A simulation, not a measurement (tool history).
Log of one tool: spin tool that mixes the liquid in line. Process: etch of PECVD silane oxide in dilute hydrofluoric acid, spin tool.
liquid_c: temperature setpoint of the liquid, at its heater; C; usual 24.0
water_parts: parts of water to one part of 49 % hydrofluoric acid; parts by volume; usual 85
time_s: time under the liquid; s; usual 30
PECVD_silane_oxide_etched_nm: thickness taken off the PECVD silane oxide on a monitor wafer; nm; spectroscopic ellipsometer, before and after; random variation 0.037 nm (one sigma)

run,day,liquid_c,water_parts,time_s,"read-back film thickness of the PECVD silane oxide reference wafer, read on the same gauge (nm)",PECVD_silane_oxide_etched_nm
1,0.000,24.0,85,30,149.98,9.44
2,0.292,24.0,85,30,150.00,9.39
3,0.933,24.0,85,30,150.00,9.39
4,1.454,24.0,85,30,150.01,9.37
5,2.525,24.0,85,30,150.00,9.40
6,2.962,24.0,85,30,149.99,9.30
7,3.279,24.0,85,30,149.98,9.34
# day 3.392: thermometer replaced
# day 3.921: hydrofluoric acid flow meter replaced
8,5.142,21.0,65,30,149.99,11.53
9,5.400,24.0,45,30,150.01,19.29
10,5.833,20.5,105,40,150.02,8.88
11,6.562,24.0,60,40,150.00,18.77
12,7.179,21.0,110,30,149.99,6.44
13,7.771,26.5,85,30,149.99,10.63
# day 8.029: gauge calibrated
14,8.458,24.0,105,25,150.01,6.33
15,9.138,22.0,55,50,150.02,23.65
16,10.062,26.0,65,40,150.00,18.71
17,10.750,24.0,100,15,149.99,3.99
18,11.292,24.0,60,40,150.00,18.73
19,11.750,24.0,50,45,150.01,25.29
20,13.604,21.5,85,30,149.98,8.62
21,14.142,28.0,85,30,150.01,11.18
22,14.546,24.0,55,30,150.00,15.14
23,15.138,24.0,85,30,150.01,9.50
24,15.771,22.5,85,35,150.00,10.43
25,16.212,22.5,85,30,149.99,8.90
26,16.925,19.5,85,30,150.00,7.88
27,17.604,21.5,55,15,150.04,6.83
28,18.125,24.0,85,30,150.01,9.47
29,18.658,24.0,115,15,149.98,3.35
30,18.929,22.0,50,30,150.01,15.50
31,19.538,27.0,105,15,149.99,4.21
32,20.112,19.5,85,30,149.99,7.77

5 ways to go on from here, each from the tool as it stands after run 32. What would each give?
A,20.129,27.0,85,30,?,?
B,20.129,19.0,100,15,?,?
C,20.129,26.5,105,15,?,?
D,20.129,21.5,70,25,?,?
E,20.129,26.5,115,45,?,?

run,"read-back film thickness of the PECVD silane oxide reference wafer, read on the same gauge (nm)",PECVD_silane_oxide_etched_nm
A,150.02,10.58
B,150.02,3.19
C,150.02,4.09
D,150.02,8.73
E,150.02,11.07
Without the tool's hidden state the same runs would have given:
run,PECVD_silane_oxide_etched_nm
A,10.98
B,3.32
C,4.24
D,9.08
E,11.48
